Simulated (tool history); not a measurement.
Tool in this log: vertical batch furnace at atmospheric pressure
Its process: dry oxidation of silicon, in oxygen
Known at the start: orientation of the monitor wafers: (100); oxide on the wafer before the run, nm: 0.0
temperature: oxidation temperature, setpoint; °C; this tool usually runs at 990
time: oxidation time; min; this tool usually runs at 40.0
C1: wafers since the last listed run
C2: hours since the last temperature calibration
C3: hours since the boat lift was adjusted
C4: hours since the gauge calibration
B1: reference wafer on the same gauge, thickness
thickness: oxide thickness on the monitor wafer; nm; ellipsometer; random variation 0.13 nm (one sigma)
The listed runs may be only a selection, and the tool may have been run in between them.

{"run": 1, "day": 0.0, "temperature": 990, "time": 40.0, "C1": 0, "C2": 3641.3, "C3": 5584.6, "C4": 130.9, "B1": 27.88, "thickness": 29.5}
{"run": 2, "day": 0.708, "temperature": 990, "time": 40.0, "C1": 268, "C2": 3658.3, "C3": 5601.6, "C4": 147.9, "B1": 27.9, "thickness": 29.61}
{"run": 3, "day": 0.979, "temperature": 990, "time": 40.0, "C1": 102, "C2": 3664.8, "C3": 5608.1, "C4": 154.4, "B1": 27.89, "thickness": 29.46}
{"run": 4, "day": 1.679, "temperature": 976, "time": 40.0, "C1": 265, "C2": 3681.6, "C3": 5624.9, "C4": 171.2, "B1": 27.89, "thickness": 26.11}
{"run": 5, "day": 2.333, "temperature": 990, "time": 40.0, "C1": 248, "C2": 3697.3, "C3": 5640.6, "C4": 186.9, "B1": 27.91, "thickness": 29.4}
{"run": 6, "day": 3.071, "temperature": 990, "time": 40.0, "C1": 280, "C2": 3715.0, "C3": 5658.3, "C4": 204.6, "B1": 27.88, "thickness": 29.46}
{"run": 7, "day": 3.433, "temperature": 990, "time": 40.0, "C1": 137, "C2": 3723.7, "C3": 5667.0, "C4": 213.3, "B1": 27.9, "thickness": 29.54}
{"run": 8, "day": 3.896, "temperature": 990, "time": 40.0, "C1": 175, "C2": 3734.8, "C3": 5678.1, "C4": 224.4, "B1": 27.91, "thickness": 29.39}
{"run": 9, "day": 4.171, "temperature": 990, "time": 40.0, "C1": 104, "C2": 3741.4, "C3": 5684.7, "C4": 231.0, "B1": 27.91, "thickness": 29.64}
{"run": 10, "day": 4.6, "temperature": 990, "time": 40.0, "C1": 162, "C2": 3751.7, "C3": 5695.0, "C4": 241.3, "B1": 27.89, "thickness": 29.58}
{"run": 11, "day": 5.154, "temperature": 990, "time": 40.0, "C1": 210, "C2": 3765.0, "C3": 5708.3, "C4": 254.6, "B1": 27.92, "thickness": 29.45}
{"run": 12, "day": 5.692, "temperature": 974, "time": 47.5, "C1": 204, "C2": 3777.9, "C3": 5721.2, "C4": 267.5, "B1": 27.91, "thickness": 28.51}
{"run": 13, "day": 6.225, "temperature": 974, "time": 47.5, "C1": 202, "C2": 3790.7, "C3": 5734.0, "C4": 280.3, "B1": 27.92, "thickness": 28.46}
{"day": 6.271, "done": "gauge calibrated"}
{"run": 14, "day": 6.617, "temperature": 990, "time": 40.0, "C1": 148, "C2": 3800.1, "C3": 5743.4, "C4": 8.3, "B1": 27.9, "thickness": 29.34}
{"run": 15, "day": 7.062, "temperature": 990, "time": 40.0, "C1": 169, "C2": 3810.8, "C3": 5754.1, "C4": 19.0, "B1": 27.9, "thickness": 29.62}
{"run": 16, "day": 7.388, "temperature": 990, "time": 40.0, "C1": 123, "C2": 3818.6, "C3": 5761.9, "C4": 26.8, "B1": 27.9, "thickness": 29.54}
{"run": 17, "day": 8.117, "temperature": 990, "time": 40.0, "C1": 276, "C2": 3836.1, "C3": 5779.4, "C4": 44.3, "B1": 27.91, "thickness": 29.54}
{"run": 18, "day": 8.771, "temperature": 990, "time": 40.0, "C1": 248, "C2": 3851.8, "C3": 5795.1, "C4": 60.0, "B1": 27.91, "thickness": 29.39}
{"run": 19, "day": 9.175, "temperature": 990, "time": 40.0, "C1": 153, "C2": 3861.5, "C3": 5804.8, "C4": 69.7, "B1": 27.88, "thickness": 29.63}
{"run": 20, "day": 9.558, "temperature": 990, "time": 55.0, "C1": 145, "C2": 3870.7, "C3": 5814.0, "C4": 78.9, "B1": 27.91, "thickness": 36.02}
{"run": 21, "day": 9.929, "temperature": 970, "time": 45.5, "C1": 140, "C2": 3879.6, "C3": 5822.9, "C4": 87.8, "B1": 27.9, "thickness": 27.09}
{"run": 22, "day": 10.362, "temperature": 1008, "time": 24.5, "C1": 164, "C2": 3890.0, "C3": 5833.3, "C4": 98.2, "B1": 27.9, "thickness": 26.46}
{"run": 23, "day": 11.075, "temperature": 975, "time": 25.5, "C1": 270, "C2": 3907.1, "C3": 5850.4, "C4": 115.3, "B1": 27.9, "thickness": 19.82}
{"run": 24, "day": 11.442, "temperature": 983, "time": 24.5, "C1": 139, "C2": 3915.9, "C3": 5859.2, "C4": 124.1, "B1": 27.9, "thickness": 20.52}
{"run": 25, "day": 11.85, "temperature": 990, "time": 58.0, "C1": 155, "C2": 3925.7, "C3": 5869.0, "C4": 133.9, "B1": 27.91, "thickness": 37.39}
{"run": 26, "day": 12.338, "temperature": 972, "time": 49.0, "C1": 185, "C2": 3937.4, "C3": 5880.7, "C4": 145.6, "B1": 27.91, "thickness": 28.66}
{"run": 27, "day": 13.017, "temperature": 1008, "time": 59.0, "C1": 257, "C2": 3953.7, "C3": 5897.0, "C4": 161.9, "B1": 27.91, "thickness": 45.07}
{"run": 28, "day": 13.612, "temperature": 990, "time": 40.0, "C1": 226, "C2": 3968.0, "C3": 5911.3, "C4": 176.2, "B1": 27.91, "thickness": 29.82}
{"run": 29, "day": 13.933, "temperature": 990, "time": 40.0, "C1": 121, "C2": 3975.7, "C3": 5919.0, "C4": 183.9, "B1": 27.91, "thickness": 29.55}
{"run": 30, "day": 14.342, "temperature": 974, "time": 57.5, "C1": 155, "C2": 3985.5, "C3": 5928.8, "C4": 193.7, "B1": 27.92, "thickness": 32.23}
{"day": 15.738, "done": "boat lift adjusted"}
{"day": 15.742, "done": "thermocouples replaced and temperature profile calibrated"}
{"run": 31, "day": 15.758, "temperature": 990, "time": 40.0, "C1": 156, "C2": 0.4, "C3": 0.5, "C4": 227.7, "B1": 27.9, "thickness": 29.48}
{"run": 32, "day": 15.925, "temperature": 990, "time": 45.5, "C1": 63, "C2": 4.4, "C3": 4.5, "C4": 231.7, "B1": 27.88, "thickness": 31.61}
{"run": 33, "day": 16.088, "temperature": 990, "time": 40.0, "C1": 61, "C2": 8.3, "C3": 8.4, "C4": 235.6, "B1": 27.91, "thickness": 29.47}
{"run": 34, "day": 16.254, "temperature": 972, "time": 24.5, "C1": 63, "C2": 12.3, "C3": 12.4, "C4": 239.6, "B1": 27.92, "thickness": 18.66}
{"run": 35, "day": 17.017, "temperature": 972, "time": 57.0, "C1": 289, "C2": 30.6, "C3": 30.7, "C4": 257.9, "B1": 27.88, "thickness": 31.6}
{"run": 36, "day": 17.471, "temperature": 1001, "time": 40.0, "C1": 172, "C2": 41.5, "C3": 41.6, "C4": 268.8, "B1": 27.9, "thickness": 33.18}
{"day": 17.558, "done": "gauge calibrated"}
{"run": 37, "day": 19.15, "temperature": 1002, "time": 27.0, "C1": 637, "C2": 81.8, "C3": 81.9, "C4": 38.2, "B1": 27.92, "thickness": 26.65}
{"run": 38, "day": 19.575, "temperature": 971, "time": 40.0, "C1": 161, "C2": 92.0, "C3": 92.1, "C4": 48.4, "B1": 27.91, "thickness": 25.34}
{"run": 39, "day": 20.058, "temperature": 966, "time": 52.5, "C1": 183, "C2": 103.6, "C3": 103.7, "C4": 60.0, "B1": 27.91, "thickness": 28.59}

What differs in the tool's unlogged condition from the final listed run ahead of each entry between runs to the first listed run following it?
Between runs 13 and 14: gauge calibrated (day 6.271)
  no hidden state differs between the two runs
Between runs 30 and 31: boat lift adjusted (day 15.738); thermocouples replaced and temperature profile calibrated (day 15.742)
  no hidden state differs between the two runs
Between runs 36 and 37: gauge calibrated (day 17.558)
  no hidden state differs between the two runs
